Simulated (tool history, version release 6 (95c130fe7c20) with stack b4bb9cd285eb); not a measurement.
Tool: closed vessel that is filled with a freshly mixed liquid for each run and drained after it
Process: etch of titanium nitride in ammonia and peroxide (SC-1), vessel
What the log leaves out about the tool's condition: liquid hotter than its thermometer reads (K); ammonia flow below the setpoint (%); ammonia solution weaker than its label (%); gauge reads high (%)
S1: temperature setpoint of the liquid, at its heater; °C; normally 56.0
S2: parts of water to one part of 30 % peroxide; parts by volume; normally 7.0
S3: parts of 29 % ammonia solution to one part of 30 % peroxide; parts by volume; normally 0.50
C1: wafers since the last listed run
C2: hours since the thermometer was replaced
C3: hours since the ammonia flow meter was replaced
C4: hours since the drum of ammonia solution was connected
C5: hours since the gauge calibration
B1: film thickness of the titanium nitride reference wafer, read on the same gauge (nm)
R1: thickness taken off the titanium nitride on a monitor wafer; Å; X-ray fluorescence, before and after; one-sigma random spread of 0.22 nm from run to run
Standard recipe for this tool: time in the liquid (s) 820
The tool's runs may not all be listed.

Run 1, hour 0.0: usual settings but S1 61.5 °C; C1 0; C2 2292.4; C3 478.8; C4 267.1; C5 52.0; B1 100.01. Result: R1 758.6 Å.
Run 2, hour 50.5: usual settings but S1 48.0 °C, S2 5.0 parts by volume, S3 0.65 parts by volume, time in the liquid (s) 1010; C1 3032; C2 2342.9; C3 529.3; C4 317.6; C5 102.5; B1 100.02. Result: R1 460.6 Å.
Run 3, hour 80.9: usual settings but S1 60.0 °C, S3 0.35 parts by volume, time in the liquid (s) 555; C1 1825; C2 2373.3; C3 559.7; C4 348.0; C5 132.9; B1 99.98. Result: R1 434.7 Å.
Run 4, hour 114.4: usual settings but S1 53.0 °C; C1 2011; C2 2406.8; C3 593.2; C4 381.5; C5 166.4; B1 100.00. Result: R1 428.7 Å.
Run 5, hour 185.9: usual settings but S1 46.0 °C, S3 0.30 parts by volume, time in the liquid (s) 1190; C1 4293; C2 2478.3; C3 664.7; C4 453.0; C5 237.9; B1 100.01. Result: R1 344.9 Å.
Run 6, hour 214.6: usual settings; C1 1723; C2 2507.0; C3 693.4; C4 481.7; C5 266.6; B1 99.99. Result: R1 520.5 Å.
At hour 245.5: thermometer replaced.
Run 7, hour 268.9: usual settings but S1 48.5 °C, S2 8.5 parts by volume, S3 0.75 parts by volume; C1 3200; C2 23.4; C3 747.7; C4 536.0; C5 320.9; B1 99.98. Result: R1 298.9 Å.
Run 8, hour 337.6: usual settings; C1 4125; C2 92.1; C3 816.4; C4 604.7; C5 389.6; B1 99.97. Result: R1 514.9 Å.
At hour 362.0: new drum of ammonia solution connected.
Run 9, hour 393.5: usual settings but S1 49.5 °C, S3 0.60 parts by volume; C1 3296; C2 148.0; C3 872.3; C4 31.5; C5 445.5; B1 99.98. Result: R1 346.9 Å.
Run 10, hour 422.5: usual settings but S1 60.5 °C, S2 10.0 parts by volume, S3 0.70 parts by volume, time in the liquid (s) 600; C1 1741; C2 177.0; C3 901.3; C4 60.5; C5 474.5; B1 99.99. Result: R1 459.0 Å.
Run 11, hour 493.5: usual settings but S2 5.5 parts by volume; C1 4263; C2 248.0; C3 972.3; C4 131.5; C5 545.5; B1 99.99. Result: R1 588.1 Å.
Run 12, hour 534.1: usual settings but time in the liquid (s) 990; C1 2437; C2 288.6; C3 1012.9; C4 172.1; C5 586.1; B1 100.01. Result: R1 635.0 Å.
Run 13, hour 587.0: usual settings; C1 3176; C2 341.5; C3 1065.8; C4 225.0; C5 639.0; B1 100.01. Result: R1 523.0 Å.
Run 14, hour 612.7: usual settings but S1 47.5 °C, S2 8.5 parts by volume, time in the liquid (s) 470; C1 1543; C2 367.2; C3 1091.5; C4 250.7; C5 664.7; B1 99.98. Result: R1 151.0 Å.
At hour 619.4: ammonia flow meter replaced.
Run 15, hour 653.1: usual settings; C1 2365; C2 407.6; C3 33.7; C4 291.1; C5 705.1; B1 100.01. Result: R1 528.7 Å.
Run 16, hour 684.6: usual settings but S1 65.5 °C, S2 5.5 parts by volume, S3 0.40 parts by volume; C1 1891; C2 439.1; C3 65.2; C4 322.6; C5 736.6; B1 100.05. Result: R1 1070.6 Å.
Run 17, hour 716.6: usual settings but S3 0.60 parts by volume, time in the liquid (s) 1280; C1 1921; C2 471.1; C3 97.2; C4 354.6; C5 768.6; B1 99.99. Result: R1 852.8 Å.
Run 18, hour 765.0: usual settings; C1 2906; C2 519.5; C3 145.6; C4 403.0; C5 817.0; B1 100.04. Result: R1 529.1 Å.
Run 19, hour 817.6: usual settings but S2 8.5 parts by volume, time in the liquid (s) 350; C1 3158; C2 572.1; C3 198.2; C4 455.6; C5 869.6; B1 100.05. Result: R1 206.0 Å.
Run 20, hour 858.7: usual settings; C1 2467; C2 613.2; C3 239.3; C4 496.7; C5 910.7; B1 100.04. Result: R1 527.4 Å.
Run 21, hour 891.5: usual settings but S1 63.5 °C, S2 9.0 parts by volume; C1 1969; C2 646.0; C3 272.1; C4 529.5; C5 943.5; B1 100.04. Result: R1 752.2 Å.
Run 22, hour 944.2: usual settings; C1 3164; C2 698.7; C3 324.8; C4 582.2; C5 996.2; B1 100.00. Result: R1 523.1 Å.
Run 23, hour 1005.1: usual settings; C1 3656; C2 759.6; C3 385.7; C4 643.1; C5 1057.1; B1 100.03. Result: R1 521.8 Å.
Run 24, hour 1064.7: usual settings; C1 3578; C2 819.2; C3 445.3; C4 702.7; C5 1116.7; B1 99.96. Result: R1 523.7 Å.
At hour 1066.6: new drum of ammonia solution connected.
Run 25, hour 1131.5: usual settings but S1 60.0 °C, S2 5.0 parts by volume, S3 0.40 parts by volume, time in the liquid (s) 445; C1 3951; C2 886.0; C3 512.1; C4 64.9; C5 1183.5; B1 100.05. Result: R1 427.4 Å.
Run 26, hour 1200.3: usual settings but time in the liquid (s) 450; C1 4131; C2 954.8; C3 580.9; C4 133.7; C5 1252.3; B1 100.05. Result: R1 291.6 Å.

Predict each of these 5 candidate next runs independently; none follows another, all start after run 26:
Run A, hour 1201.2: usual settings but S2 6.0 parts by volume; C1 54; C2 955.7; C3 581.8; C4 134.6; C5 1253.2; B1 ?. Result: R1 ?.
Run B, hour 1201.2: usual settings but S2 5.0 parts by volume, S3 0.75 parts by volume, time in the liquid (s) 1000; C1 54; C2 955.7; C3 581.8; C4 134.6; C5 1253.2; B1 ?. Result: R1 ?.
Run C, hour 1201.2: usual settings but S2 9.0 parts by volume; C1 54; C2 955.7; C3 581.8; C4 134.6; C5 1253.2; B1 ?. Result: R1 ?.
Run D, hour 1201.2: usual settings but S1 63.5 °C, S2 5.0 parts by volume, time in the liquid (s) 1270; C1 54; C2 955.7; C3 581.8; C4 134.6; C5 1253.2; B1 ?. Result: R1 ?.
Run E, hour 1201.2: usual settings but S1 52.5 °C, S2 8.5 parts by volume, S3 0.30 parts by volume, time in the liquid (s) 345; C1 54; C2 955.7; C3 581.8; C4 134.6; C5 1253.2; B1 ?. Result: R1 ?.

run      B1      R1
  A  100.00   572.7
  B  100.00   808.6
  C  100.00   467.5
  D  100.00  1582.3
  E  100.00   145.8
The same runs, with their run-to-run variation unchanged, on a tool lacking any hidden condition would have given:
run      R1
  A   580.8
  B   818.2
  C   474.6
  D  1603.8
  E   148.2

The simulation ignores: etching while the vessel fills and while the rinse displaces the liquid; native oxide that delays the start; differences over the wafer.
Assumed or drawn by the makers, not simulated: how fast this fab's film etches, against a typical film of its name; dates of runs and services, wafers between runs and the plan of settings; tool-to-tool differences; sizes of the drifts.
